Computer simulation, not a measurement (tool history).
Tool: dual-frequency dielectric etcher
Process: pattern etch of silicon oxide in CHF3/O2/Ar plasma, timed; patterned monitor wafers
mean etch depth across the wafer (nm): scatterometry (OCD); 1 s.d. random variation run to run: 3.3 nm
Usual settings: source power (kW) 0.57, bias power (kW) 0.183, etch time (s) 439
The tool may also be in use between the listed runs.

run     day  source power (kW)  bias power (kW)  etch time (s)  read-back reference wafer on the same gauge, depth_nm  mean etch depth across the wafer (nm)
  1       0               0.57            0.183            439                                                  791.7                                  793.3
  2   0.517               0.57            0.183            439                                                  791.9                                  798.7
  3   1.238               0.57            0.183          338.5                                                  792.2                                  614.8
  4   2.171               0.57            0.183            439                                                    792                                  799.3
  5   2.667               0.57            0.183            439                                                  791.5                                  798.9
  6   3.067               0.57            0.183            439                                                  791.6                                  795.2
  7   3.688               0.57            0.183          352.5                                                  791.8                                  643.6
  8   4.183               0.57            0.183            439                                                  792.1                                    800
  9    4.55               0.57            0.183            439                                                  791.6                                  797.3
 10   4.867               0.57            0.183            439                                                  792.6                                  798.4
 11   5.283               0.57            0.183            439                                                  792.5                                  796.8
 12   5.917               0.57            0.183            439                                                  792.2                                  801.9
      6.612  -- source power generator calibrated
      8.383  -- upper electrode replaced
 13   8.404               0.68            0.183            439                                                  792.6                                  860.5
 14   8.842               0.57            0.183          533.5                                                  792.1                                  979.5
      9.475  -- gauge calibrated
     10.083  -- wet clean of the chamber
 15  10.104               0.57            0.183            439                                                    792                                  773.3
 16  10.121               0.57            0.183            439                                                    792                                  771.9
 17  10.396               0.62            0.152            562                                                  792.3                                  990.3
 18   10.95                0.7            0.208          326.5                                                  791.7                                  646.4
     11.621  -- bias power generator calibrated
 19    11.7               0.45            0.213            520                                                  791.6                                  877.4
 20  12.421               0.57            0.203            514                                                  792.3                                  931.4
 21  13.158               0.57            0.157            439                                                  791.8                                  755.5
 22  13.762               0.61            0.159          392.5                                                  791.6                                  695.1
 23  14.129               0.47            0.201            546                                                  791.9                                  928.3
 24  14.608               0.57            0.152          364.5                                                  792.3                                  624.9
 25  15.038               0.57            0.152          364.5                                                  791.9                                  626.6
 26  15.588               0.57            0.183            439                                                  792.3                                  786.4

Results for each run, recomputed without the tool's hidden state and with each run's random variation untouched:
The tool's hidden condition here consists of: etch rate over this chamber's usual, %; source power that arrives over what is set, %; bias power that arrives over what is set, %; gauge reads high (%).
run  mean etch depth across the wafer (nm)
  1                                    775
  2                                  779.7
  3                                  599.6
  4                                  778.5
  5                                  777.6
  6                                  773.6
  7                                  625.6
  8                                    777
  9                                  774.1
 10                                  774.8
 11                                  772.9
 12                                  777.1
 13                                  831.1
 14                                  945.5
 15                                    772
 16                                  770.6
 17                                  988.3
 18                                  644.6
 19                                    874
 20                                  926.8
 21                                    751
 22                                  690.4
 23                                  921.6
 24                                  619.9
 25                                  621.3
 26                                  779.1
